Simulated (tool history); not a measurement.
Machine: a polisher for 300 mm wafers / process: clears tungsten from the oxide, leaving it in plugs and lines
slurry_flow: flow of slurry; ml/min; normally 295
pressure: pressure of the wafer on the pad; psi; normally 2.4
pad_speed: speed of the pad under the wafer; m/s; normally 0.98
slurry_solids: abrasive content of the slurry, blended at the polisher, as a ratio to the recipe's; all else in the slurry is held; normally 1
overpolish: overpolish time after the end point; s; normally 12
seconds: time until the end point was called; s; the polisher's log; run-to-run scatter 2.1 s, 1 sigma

run	hour	slurry_flow	pressure	pad_speed	slurry_solids	overpolish	wafers since the last listed run	wafers polished on this pad	hours since the slurry nozzle was cleaned	hours since the head pressure was calibrated	hours since the slurry blender was calibrated	hours since the slurry got fresh peroxide	incoming thickness of the incoming film, nm	seconds
1	0	250	2.8	0.98	1	12	0	716	403.2	70.5	497.4	134.7	411.5	162.7
2	40.6	295	2.4	0.98	1	12	321	1037	443.8	111.1	538	175.3	403.4	177.5
# hour 73.3: slurry blender recalibrated
3	253.7	295	2.4	0.98	1	12	1669	2706	656.9	324.2	180.4	388.4	406.4	175.5
4	314.8	295	2.4	0.98	1	12	483	3189	718	385.3	241.5	449.5	410.6	181.3
# hour 394.9: worn pad replaced by a new one
5	411.9	295	2.4	0.98	1	12	736	134	815.1	482.4	338.6	546.6	415.4	183.6
# hour 427.1: slurry nozzle cleaned
# hour 448.8: slurry tank refilled with fresh slurry and peroxide
6	516.6	215	2.4	0.98	1	12	812	946	89.5	587.1	443.3	67.8	415.8	187.5
# hour 589.7: head pressure recalibrated
# hour 602.6: slurry blender recalibrated
7	620.3	215	2.4	0.98	1	12	788	1735	193.2	30.6	17.7	171.5	409.1	176.7
8	699.9	215	2.4	0.98	1	12	629	2364	272.8	110.2	97.3	251.1	419.4	184.6
9	799.8	295	2.4	0.98	1	16	790	3154	372.7	210.1	197.2	351	410.8	181.9
10	845.3	295	2.4	0.98	1	12	359	3514	418.2	255.6	242.7	396.5	404.5	174
# hour 851.3: worn pad replaced by a new one
11	895.6	365	3	0.98	1	12	366	350	468.5	305.9	293	446.8	411.4	150.4
# hour 953.4: slurry tank refilled with fresh slurry and peroxide
12	978.7	295	2.4	1.3	1	12	649	999	551.6	389	376.1	25.3	413.8	139.9
13	1039.2	295	2.4	0.98	1	12	478	1478	612.1	449.5	436.6	85.8	410.4	181.6
# hour 1097.9: head pressure recalibrated
# hour 1098.4: slurry blender recalibrated
# hour 1126: slurry nozzle cleaned
14	1141	295	2.4	0.98	0.9	6	777	2255	15	43.1	42.6	187.6	415.8	175.7
15	1241	295	2.4	1.18	0.8	8	790	3046	115	143.1	142.6	287.6	413.5	153.8
16	1338.5	295	2.4	0.84	1	12	771	3817	212.5	240.6	240.1	385.1	411.3	209
17	1396.8	295	2	1.28	1	12	461	4278	270.8	298.9	298.4	443.4	410.2	160.2
# hour 1414.5: worn pad replaced by a new one
# hour 1431.4: slurry tank refilled with fresh slurry and peroxide
18	1460.7	295	2.4	0.98	1	12	465	357	334.7	362.8	362.3	29.3	411.2	184.1
19	1532.5	295	2.4	0.98	1	12	567	925	406.5	434.6	434.1	101.1	415.3	186.5
# hour 1583.5: slurry blender recalibrated
20	1612.9	295	2.4	0.98	1	12	620	1545	486.9	515	29.4	181.5	409.8	170.7
21	1664.4	295	2	1.18	0.75	12	407	1952	538.4	566.5	80.9	233	405.5	172.5
# hour 1702: head pressure recalibrated
22	1732.5	295	2.4	0.84	1	12	522	2475	606.5	30.5	149	301.1	409.7	205.7
23	1878.1	270	2.4	0.88	0.9	12	1151	3627	752.1	176.1	294.6	446.7	402.8	207
# hour 1909.6: worn pad replaced by a new one
# hour 1976.8: slurry nozzle cleaned
# hour 1990: slurry tank refilled with fresh slurry and peroxide
24	2002.9	295	2.4	0.98	1	12	939	721	26.1	300.9	419.4	12.9	418.1	185
# hour 2101.6: slurry blender recalibrated
25	2128.3	295	2.4	0.98	0.9	17	975	1697	151.5	426.3	26.7	138.3	401.8	169.4

Below are 5 alternative next runs, each starting from the tool's condition after run 25. Predict each:
A	2128.8	295	3	0.98	1	12	3	1701	152	426.8	27.2	138.8	407.8	?
B	2128.8	230	3.1	0.98	1	12	3	1701	152	426.8	27.2	138.8	407.8	?
C	2128.8	295	2.4	1.16	1	12	3	1701	152	426.8	27.2	138.8	407.8	?
D	2128.8	295	2.4	0.98	1	17	3	1701	152	426.8	27.2	138.8	407.8	?
E	2128.8	215	2.4	0.98	0.85	12	3	1701	152	426.8	27.2	138.8	407.8	?

run	seconds
A	146.4
B	144.5
C	148.1
D	175.3
E	183.4
What these runs would have given with no unlogged condition in the tool:
run	seconds
A	144
B	142.1
C	145.7
D	172.4
E	180.5
